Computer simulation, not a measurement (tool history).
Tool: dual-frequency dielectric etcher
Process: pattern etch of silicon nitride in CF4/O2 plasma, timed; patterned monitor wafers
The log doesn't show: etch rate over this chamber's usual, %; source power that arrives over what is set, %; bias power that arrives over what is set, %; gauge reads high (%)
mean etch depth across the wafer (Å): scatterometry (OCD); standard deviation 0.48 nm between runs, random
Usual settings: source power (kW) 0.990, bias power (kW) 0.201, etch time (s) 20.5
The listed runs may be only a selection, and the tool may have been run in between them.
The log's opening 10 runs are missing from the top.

run   hour  source power (kW)  bias power (kW)  etch time (s)  wafers since the last listed run  hours since the last wet clean  hours since the last source power generator calibration  hours since the last bias power generator calibration  hours since the last upper electrode change  hours since the gauge calibration  read-back reference wafer on the same gauge, depth_nm  mean etch depth across the wafer (Å)
 11  108.5              0.990            0.201           20.5                               250                            58.0                                                   2345.3                                                 2668.5                                         43.0                              335.1                                                   91.0                                   826
 12  116.4              0.990            0.201           20.5                               140                            65.9                                                   2353.2                                                 2676.4                                         50.9                              343.0                                                   91.0                                   828
 13  130.1              1.090            0.201           20.5                               243                            79.6                                                   2366.9                                                 2690.1                                         64.6                              356.7                                                   91.0                                   912
 14  139.9              0.990            0.201           17.5                               173                            89.4                                                   2376.7                                                 2699.9                                         74.4                              366.5                                                   91.0                                   700
     147.6  -- bias power generator calibrated
 15  148.1              1.100            0.175           19.0                                74                            97.6                                                   2384.9                                                    0.5                                         82.6                              374.7                                                   91.1                                   795
 16  154.3              0.990            0.173           20.5                               110                           103.8                                                   2391.1                                                    6.7                                         88.8                              380.9                                                   91.0                                   759
 17  171.8              0.990            0.201           20.5                               310                           121.3                                                   2408.6                                                   24.2                                        106.3                              398.4                                                   91.0                                   823
     186.9  -- source power generator calibrated
 18  187.4              0.990            0.201           20.5                               205                           136.9                                                      0.5                                                   39.8                                        121.9                              414.0                                                   90.9                                   818
     191.4  -- gauge calibrated
 19  201.3              0.760            0.201           20.5                               246                           150.8                                                     14.4                                                   53.7                                        135.8                                9.9                                                   91.0                                   619
 20  216.3              1.080            0.201           23.5                               266                           165.8                                                     29.4                                                   68.7                                        150.8                               24.9                                                   90.9                                  1020
 21  228.4              1.220            0.188           17.0                               214                           177.9                                                     41.5                                                   80.8                                        162.9                               37.0                                                   91.0                                   809
 22  238.0              0.990            0.251           20.5                               170                           187.5                                                     51.1                                                   90.4                                        172.5                               46.6                                                   91.0                                   898
 23  250.6              1.130            0.201           15.5                               223                           200.1                                                     63.7                                                  103.0                                        185.1                               59.2                                                   90.9                                   697
 24  267.2              0.990            0.201           20.5                               294                           216.7                                                     80.3                                                  119.6                                        201.7                               75.8                                                   91.0                                   816
 25  282.7              1.220            0.187           16.0                               275                           232.2                                                     95.8                                                  135.1                                        217.2                               91.3                                                   91.0                                   759
 26  297.4              1.220            0.201           24.0                               260                           246.9                                                    110.5                                                  149.8                                        231.9                              106.0                                                   91.0                                  1166
 27  306.1              0.990            0.201           20.5                               154                           255.6                                                    119.2                                                  158.5                                        240.6                              114.7                                                   91.0                                   805
 28  323.9              1.070            0.230           16.0                               315                           273.4                                                    137.0                                                  176.3                                        258.4                              132.5                                                   91.0                                   728
 29  336.1              0.990            0.201           23.5                               216                           285.6                                                    149.2                                                  188.5                                        270.6                              144.7                                                   91.0                                   921
 30  346.4              0.990            0.201           20.5                               182                           295.9                                                    159.5                                                  198.8                                        280.9                              155.0                                                   91.0                                   798

Here are 4 independent what-if runs from the current tool condition. What would each one return?
  A  346.8              1.140            0.201           20.5                                 7                           296.3                                                    159.9                                                  199.2                                        281.3                              155.4                                                      ?                                     ?
  B  346.8              0.810            0.222           15.5                                 7                           296.3                                                    159.9                                                  199.2                                        281.3                              155.4                                                      ?                                     ?
  C  346.8              0.810            0.155           25.5                                 7                           296.3                                                    159.9                                                  199.2                                        281.3                              155.4                                                      ?                                     ?
  D  346.8              1.130            0.251           20.5                                 7                           296.3                                                    159.9                                                  199.2                                        281.3                              155.4                                                      ?                                     ?

run  read-back reference wafer on the same gauge, depth_nm  mean etch depth across the wafer (Å)
  A                                                   91.0                                   926
  B                                                   91.0                                   518
  C                                                   91.0                                   716
  D                                                   91.0                                  1018
Had the tool no hidden state, the same runs would have come out as:
run  mean etch depth across the wafer (Å)
  A                                   961
  B                                   537
  C                                   743
  D                                  1056

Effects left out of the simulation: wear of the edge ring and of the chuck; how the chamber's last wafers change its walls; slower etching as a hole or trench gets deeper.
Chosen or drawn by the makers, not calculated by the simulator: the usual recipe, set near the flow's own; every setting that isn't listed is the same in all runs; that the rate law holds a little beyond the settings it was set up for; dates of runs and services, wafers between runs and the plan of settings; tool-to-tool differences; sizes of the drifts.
